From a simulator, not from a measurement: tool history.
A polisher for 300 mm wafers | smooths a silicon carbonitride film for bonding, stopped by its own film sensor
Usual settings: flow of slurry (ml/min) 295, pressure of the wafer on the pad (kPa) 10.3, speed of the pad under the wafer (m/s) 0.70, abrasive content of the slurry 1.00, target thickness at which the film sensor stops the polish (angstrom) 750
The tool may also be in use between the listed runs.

| run | hour | flow of slurry (ml/min) | pressure of the wafer on the pad (kPa) | speed of the pad under the wafer (m/s) | abrasive content of the slurry | target thickness at which the film sensor stops the polish (angstrom) | wafers since the last listed run | wafers polished on this pad | hours since the slurry nozzle was cleaned | hours since the head pressure was calibrated | hours since the slurry blender was calibrated | incoming thickness of the incoming film, nm | time until the film sensor stopped the polish (s) |
|---|---|---|---|---|---|---|---|---|---|---|---|---|---|
| 1 | 0.0 | 295 | 10.3 | 0.70 | 1.00 | 750 | 0 | 239 | 318.9 | 497.8 | 174.0 | 90.8 | 136.6 |
| 2 | 12.1 | 295 | 10.3 | 0.78 | 1.00 | 750 | 110 | 349 | 331.0 | 509.9 | 186.1 | 89.5 | 112.8 |
| 3 | 29.4 | 295 | 10.3 | 0.78 | 1.00 | 750 | 157 | 507 | 348.3 | 527.2 | 203.4 | 89.6 | 117.5 |
| 4 | 56.4 | 295 | 10.3 | 0.78 | 1.00 | 750 | 246 | 754 | 375.3 | 554.2 | 230.4 | 89.4 | 111.5 |
| 5 | 85.3 | 295 | 10.3 | 0.70 | 1.00 | 750 | 263 | 1018 | 404.2 | 583.1 | 259.3 | 88.5 | 117.8 |
| 6 | 116.9 | 295 | 10.3 | 0.70 | 1.00 | 750 | 288 | 1306 | 435.8 | 614.7 | 290.9 | 91.5 | 144.1 |
| 7 | 130.4 | 295 | 10.3 | 0.70 | 1.00 | 750 | 123 | 1430 | 449.3 | 628.2 | 304.4 | 89.3 | 128.0 |
|  | 150.2 | slurry blender recalibrated |
|  | 153.4 | worn pad replaced by a new one |
| 8 | 162.1 | 295 | 10.3 | 0.70 | 1.00 | 750 | 242 | 79 | 481.0 | 659.9 | 11.9 | 90.9 | 136.7 |
| 9 | 196.4 | 295 | 10.3 | 0.70 | 1.00 | 750 | 313 | 392 | 515.3 | 694.2 | 46.2 | 91.2 | 146.8 |
| 10 | 228.7 | 295 | 10.3 | 0.70 | 1.00 | 750 | 294 | 687 | 547.6 | 726.5 | 78.5 | 90.8 | 141.6 |
|  | 248.1 | head pressure recalibrated |
| 11 | 248.6 | 295 | 10.3 | 0.70 | 1.00 | 750 | 163 | 851 | 567.5 | 0.5 | 98.4 | 91.0 | 127.3 |
| 12 | 283.2 | 295 | 10.3 | 0.70 | 1.00 | 750 | 315 | 1167 | 602.1 | 35.1 | 133.0 | 91.0 | 128.7 |
|  | 304.7 | worn pad replaced by a new one |
| 13 | 315.1 | 295 | 10.3 | 0.70 | 1.00 | 750 | 254 | 95 | 634.0 | 67.0 | 164.9 | 90.0 | 122.9 |
| 14 | 345.8 | 295 | 10.3 | 0.58 | 1.00 | 750 | 280 | 375 | 664.7 | 97.7 | 195.6 | 90.4 | 142.5 |
|  | 366.5 | slurry nozzle cleaned |
| 15 | 381.2 | 295 | 13.8 | 0.70 | 0.80 | 720 | 314 | 689 | 14.7 | 133.1 | 231.0 | 89.6 | 118.5 |
|  | 415.2 | slurry blender recalibrated |
| 16 | 415.7 | 295 | 10.3 | 0.70 | 1.00 | 750 | 296 | 986 | 49.2 | 167.6 | 0.5 | 91.2 | 131.0 |
| 17 | 450.8 | 295 | 10.3 | 0.70 | 1.00 | 750 | 320 | 1307 | 84.3 | 202.7 | 35.6 | 90.0 | 124.5 |
|  | 464.9 | worn pad replaced by a new one |
| 18 | 473.1 | 345 | 12.4 | 0.70 | 0.85 | 710 | 167 | 74 | 106.6 | 225.0 | 57.9 | 90.9 | 147.9 |
| 19 | 500.3 | 190 | 6.9 | 0.52 | 0.80 | 750 | 248 | 323 | 133.8 | 252.2 | 85.1 | 89.9 | 272.0 |
| 20 | 514.4 | 295 | 10.3 | 0.70 | 1.00 | 750 | 128 | 451 | 147.9 | 266.3 | 99.2 | 88.8 | 114.3 |
| 21 | 543.8 | 295 | 13.1 | 0.88 | 1.00 | 790 | 268 | 720 | 177.3 | 295.7 | 128.6 | 91.2 | 66.6 |
| 22 | 578.2 | 295 | 10.3 | 0.70 | 1.00 | 750 | 314 | 1034 | 211.7 | 330.1 | 163.0 | 90.4 | 130.9 |
|  | 604.0 | worn pad replaced by a new one |
| 23 | 605.0 | 295 | 10.3 | 0.94 | 1.00 | 750 | 208 | 9 | 238.5 | 356.9 | 189.8 | 90.1 | 101.3 |

The next listed run, before its measurement:
| 24 | 635.2 | 295 | 10.3 | 0.70 | 1.00 | 750 | 275 | 284 | 268.7 | 387.1 | 220.0 | 89.9 | ? |

{"run 24": {"time until the film sensor stopped the polish (s)": 124.9}}
Without the tool's hidden state the same run would have given time until the film sensor stopped the polish (s) 116.6.
